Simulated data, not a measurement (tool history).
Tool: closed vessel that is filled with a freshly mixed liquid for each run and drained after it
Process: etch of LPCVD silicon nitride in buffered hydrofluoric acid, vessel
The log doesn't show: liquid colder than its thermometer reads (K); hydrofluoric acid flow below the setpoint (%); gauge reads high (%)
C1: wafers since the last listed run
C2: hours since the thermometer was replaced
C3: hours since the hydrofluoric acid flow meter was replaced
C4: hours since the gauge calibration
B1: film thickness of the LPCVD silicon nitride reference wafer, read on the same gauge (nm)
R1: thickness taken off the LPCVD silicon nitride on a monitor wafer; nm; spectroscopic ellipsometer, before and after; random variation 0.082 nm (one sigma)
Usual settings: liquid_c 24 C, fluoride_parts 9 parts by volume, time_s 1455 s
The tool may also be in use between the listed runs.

Run 1, hour 0: usual settings; C1 0; C2 1612.9; C3 49.5; C4 852.7; B1 129.98. Result: R1 23.87 nm.
Run 2, hour 240.9: usual settings; C1 11386; C2 1853.8; C3 290.4; C4 1093.6; B1 130.01. Result: R1 23.58 nm.
At hour 275.2: thermometer replaced.
Run 3, hour 329.2: usual settings; C1 4126; C2 54; C3 378.7; C4 1181.9; B1 130. Result: R1 23.46 nm.
Run 4, hour 392.2: usual settings; C1 2977; C2 117; C3 441.7; C4 1244.9; B1 130.02. Result: R1 23.42 nm.
Run 5, hour 479.1: usual settings; C1 4107; C2 203.9; C3 528.6; C4 1331.8; B1 130.02. Result: R1 23.43 nm.
Run 6, hour 538: usual settings but liquid_c 26.5 C; C1 2783; C2 262.8; C3 587.5; C4 1390.7; B1 130. Result: R1 26.81 nm.
Run 7, hour 613.9: usual settings but liquid_c 26.5 C; C1 3587; C2 338.7; C3 663.4; C4 1466.6; B1 129.99. Result: R1 26.65 nm.
At hour 633.1: gauge calibrated.
Run 8, hour 666.9: usual settings but fluoride_parts 8 parts by volume; C1 2505; C2 391.7; C3 716.4; C4 33.8; B1 130. Result: R1 25.94 nm.
Run 9, hour 718.6: usual settings but fluoride_parts 8 parts by volume; C1 2443; C2 443.4; C3 768.1; C4 85.5; B1 129.99. Result: R1 25.67 nm.
Run 10, hour 957.3: usual settings but fluoride_parts 8 parts by volume; C1 11282; C2 682.1; C3 1006.8; C4 324.2; B1 130.01. Result: R1 25.47 nm.
Run 11, hour 1020.8: usual settings but liquid_c 26 C; C1 3001; C2 745.6; C3 1070.3; C4 387.7; B1 130. Result: R1 25.33 nm.
Run 12, hour 1115.5: usual settings but liquid_c 26 C; C1 4476; C2 840.3; C3 1165; C4 482.4; B1 130. Result: R1 25.34 nm.
At hour 1116.7: hydrofluoric acid flow meter replaced.
Run 13, hour 1211.3: usual settings; C1 4480; C2 936.1; C3 94.6; C4 578.2; B1 129.99. Result: R1 21.66 nm.
Run 14, hour 1270.1: usual settings but liquid_c 21 C, fluoride_parts 5.5 parts by volume, time_s 1955 s; C1 2779; C2 994.9; C3 153.4; C4 637; B1 129.98. Result: R1 38.73 nm.
Run 15, hour 1353.3: usual settings but time_s 2140 s; C1 3932; C2 1078.1; C3 236.6; C4 720.2; B1 130.01. Result: R1 31.55 nm.
Run 16, hour 1441.2: usual settings but fluoride_parts 12 parts by volume; C1 4154; C2 1166; C3 324.5; C4 808.1; B1 129.98. Result: R1 16.13 nm.
Run 17, hour 1541: usual settings but liquid_c 27 C, fluoride_parts 7 parts by volume, time_s 960 s; C1 4717; C2 1265.8; C3 424.3; C4 907.9; B1 130.03. Result: R1 20.53 nm.
Run 18, hour 1587.6: usual settings but liquid_c 22.5 C, fluoride_parts 7.5 parts by volume, time_s 1975 s; C1 2202; C2 1312.4; C3 470.9; C4 954.5; B1 129.98. Result: R1 30.41 nm.
Run 19, hour 1685.3: usual settings but liquid_c 21.5 C, fluoride_parts 6.5 parts by volume, time_s 675 s; C1 4617; C2 1410.1; C3 568.6; C4 1052.2; B1 129.98. Result: R1 11.47 nm.
At hour 1773.7: hydrofluoric acid flow meter replaced, repeated, since the last time left the tool worse.
Run 20, hour 1780.7: usual settings but fluoride_parts 11.5 parts by volume, time_s 2290 s; C1 4461; C2 1505.5; C3 7; C4 1147.6; B1 130.02. Result: R1 30.37 nm.
Run 21, hour 1869.6: usual settings but fluoride_parts 8 parts by volume; C1 4201; C2 1594.4; C3 95.9; C4 1236.5; B1 130. Result: R1 26.9 nm.
Run 22, hour 1929.3: usual settings but time_s 935 s; C1 2821; C2 1654.1; C3 155.6; C4 1296.2; B1 129.99. Result: R1 15.23 nm.
At hour 2030.7: thermometer replaced.
At hour 2092.6: gauge calibrated.
Run 23, hour 2247.3: usual settings but liquid_c 25.5 C; C1 14983; C2 216.6; C3 473.6; C4 154.7; B1 130.02. Result: R1 25.31 nm.
Run 24, hour 2517.6: usual settings but liquid_c 26.5 C, fluoride_parts 10 parts by volume, time_s 870 s; C1 12775; C2 486.9; C3 743.9; C4 425; B1 129.99. Result: R1 14.63 nm.
Run 25, hour 2603: usual settings but liquid_c 26 C, time_s 2165 s; C1 4036; C2 572.3; C3 829.3; C4 510.4; B1 129.98. Result: R1 38.1 nm.
Run 26, hour 2694.1: usual settings; C1 4305; C2 663.4; C3 920.4; C4 601.5; B1 129.99. Result: R1 22.88 nm.
Run 27, hour 2753.9: usual settings; C1 2826; C2 723.2; C3 980.2; C4 661.3; B1 130.02. Result: R1 22.77 nm.

4 ways to go on from here, each from the tool as it stands after run 27. What would each give?
Run A, hour 2755: usual settings but fluoride_parts 11.5 parts by volume; C1 51; C2 724.3; C3 981.3; C4 662.4; B1 ?. Result: R1 ?.
Run B, hour 2755: usual settings but liquid_c 22 C, fluoride_parts 11.5 parts by volume, time_s 845 s; C1 51; C2 724.3; C3 981.3; C4 662.4; B1 ?. Result: R1 ?.
Run C, hour 2755: usual settings but liquid_c 21 C, fluoride_parts 7 parts by volume, time_s 1170 s; C1 51; C2 724.3; C3 981.3; C4 662.4; B1 ?. Result: R1 ?.
Run D, hour 2755: usual settings but liquid_c 21.5 C, time_s 995 s; C1 51; C2 724.3; C3 981.3; C4 662.4; B1 ?. Result: R1 ?.

run      B1     R1
  A  130.01  18.23
  B  130.01   9.48
  C  130.01  19.84
  D  130.01  13.59
Without the tool's hidden state the same runs would have given:
run     R1
  A  19.37
  B  10.08
  C  21.23
  D  14.14
